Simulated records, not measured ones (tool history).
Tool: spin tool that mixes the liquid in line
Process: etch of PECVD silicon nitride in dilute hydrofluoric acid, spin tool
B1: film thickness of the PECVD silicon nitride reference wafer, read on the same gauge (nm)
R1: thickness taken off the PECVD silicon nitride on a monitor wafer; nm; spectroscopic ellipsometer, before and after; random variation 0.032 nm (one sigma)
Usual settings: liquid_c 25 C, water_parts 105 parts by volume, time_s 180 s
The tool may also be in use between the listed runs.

run 1 hour=0 | liquid_c=26.5 water_parts=105 time_s=180 | B1=41.384 | R1=4.732
run 2 hour=68.1 | liquid_c=26.5 water_parts=105 time_s=180 | B1=41.491 | R1=4.812
run 3 hour=129 | liquid_c=25 water_parts=105 time_s=180 | B1=41.544 | R1=4.342
run 4 hour=199.3 | liquid_c=25 water_parts=105 time_s=180 | B1=41.639 | R1=4.344
run 5 hour=247.9 | liquid_c=25 water_parts=105 time_s=180 | B1=41.681 | R1=4.331
run 6 hour=294.9 | liquid_c=25 water_parts=105 time_s=180 | B1=41.771 | R1=4.382
run 7 hour=325.1 | liquid_c=25 water_parts=105 time_s=120 | B1=41.759 | R1=2.94
run 8 hour=370.9 | liquid_c=25 water_parts=105 time_s=120 | B1=41.831 | R1=2.919
run 9 hour=396.1 | liquid_c=25 water_parts=105 time_s=120 | B1=41.852 | R1=2.878
run 10 hour=432.4 | liquid_c=25 water_parts=105 time_s=180 | B1=41.945 | R1=4.428
run 11 hour=479 | liquid_c=25 water_parts=105 time_s=180 | B1=41.968 | R1=4.393
run 12 hour=535.8 | liquid_c=25 water_parts=105 time_s=180 | B1=42.018 | R1=4.426
run 13 hour=575.2 | liquid_c=25 water_parts=120 time_s=150 | B1=42.083 | R1=3.212
-- hour=631.6 hydrofluoric acid flow meter replaced
run 14 hour=754.8 | liquid_c=25 water_parts=120 time_s=150 | B1=42.298 | R1=3.213
run 15 hour=784.3 | liquid_c=28.5 water_parts=75 time_s=85 | B1=42.356 | R1=3.615
run 16 hour=963.4 | liquid_c=25 water_parts=75 time_s=130 | B1=42.523 | R1=4.523
run 17 hour=1029.8 | liquid_c=22.5 water_parts=125 time_s=135 | B1=42.62 | R1=2.363
-- hour=1045.8 thermometer replaced
run 18 hour=1069.9 | liquid_c=20.5 water_parts=75 time_s=130 | B1=42.679 | R1=3.334
run 19 hour=1117 | liquid_c=25 water_parts=105 time_s=125 | B1=42.765 | R1=3.081
run 20 hour=1165.9 | liquid_c=25 water_parts=150 time_s=180 | B1=42.794 | R1=3.131
run 21 hour=1224.3 | liquid_c=27.5 water_parts=145 time_s=180 | B1=42.83 | R1=3.809
-- hour=1240 gauge calibrated
run 22 hour=1263.7 | liquid_c=23.5 water_parts=65 time_s=275 | B1=39.64 | R1=9.158
run 23 hour=1319.5 | liquid_c=27.5 water_parts=85 time_s=255 | B1=39.685 | R1=8.5
run 24 hour=1522.6 | liquid_c=27.5 water_parts=105 time_s=180 | B1=39.926 | R1=4.923
run 25 hour=1554.1 | liquid_c=25 water_parts=105 time_s=95 | B1=39.955 | R1=2.213
run 26 hour=1581.1 | liquid_c=30 water_parts=135 time_s=115 | B1=39.999 | R1=2.823
run 27 hour=1609.9 | liquid_c=25 water_parts=105 time_s=180 | B1=40.033 | R1=4.175
-- hour=1647.1 hydrofluoric acid flow meter replaced
run 28 hour=1677.4 | liquid_c=25 water_parts=75 time_s=135 | B1=40.125 | R1=4.388
run 29 hour=1708.4 | liquid_c=27.5 water_parts=105 time_s=265 | B1=40.137 | R1=7.151
run 30 hour=1762.1 | liquid_c=27 water_parts=125 time_s=85 | B1=40.211 | R1=1.899
run 31 hour=1799.9 | liquid_c=25 water_parts=150 time_s=180 | B1=40.242 | R1=2.953
run 32 hour=1863.2 | liquid_c=20.5 water_parts=105 time_s=180 | B1=40.354 | R1=3.145
run 33 hour=1921.3 | liquid_c=25 water_parts=105 time_s=180 | B1=40.435 | R1=4.213

3 ways to go on from here, each from the tool as it stands after run 33. What would each give?
run A hour=1921.8 | liquid_c=25 water_parts=105 time_s=180 | B1=? | R1=?
run B hour=1921.8 | liquid_c=23 water_parts=145 time_s=180 | B1=? | R1=?
run C hour=1921.8 | liquid_c=25 water_parts=65 time_s=180 | B1=? | R1=?

run=A B1=40.42 R1=4.27
run=B B1=40.42 R1=2.724
run=C B1=40.42 R1=6.857
Without the tool's hidden state the same runs would have given:
run=A R1=4.227
run=B R1=2.696
run=C R1=6.788
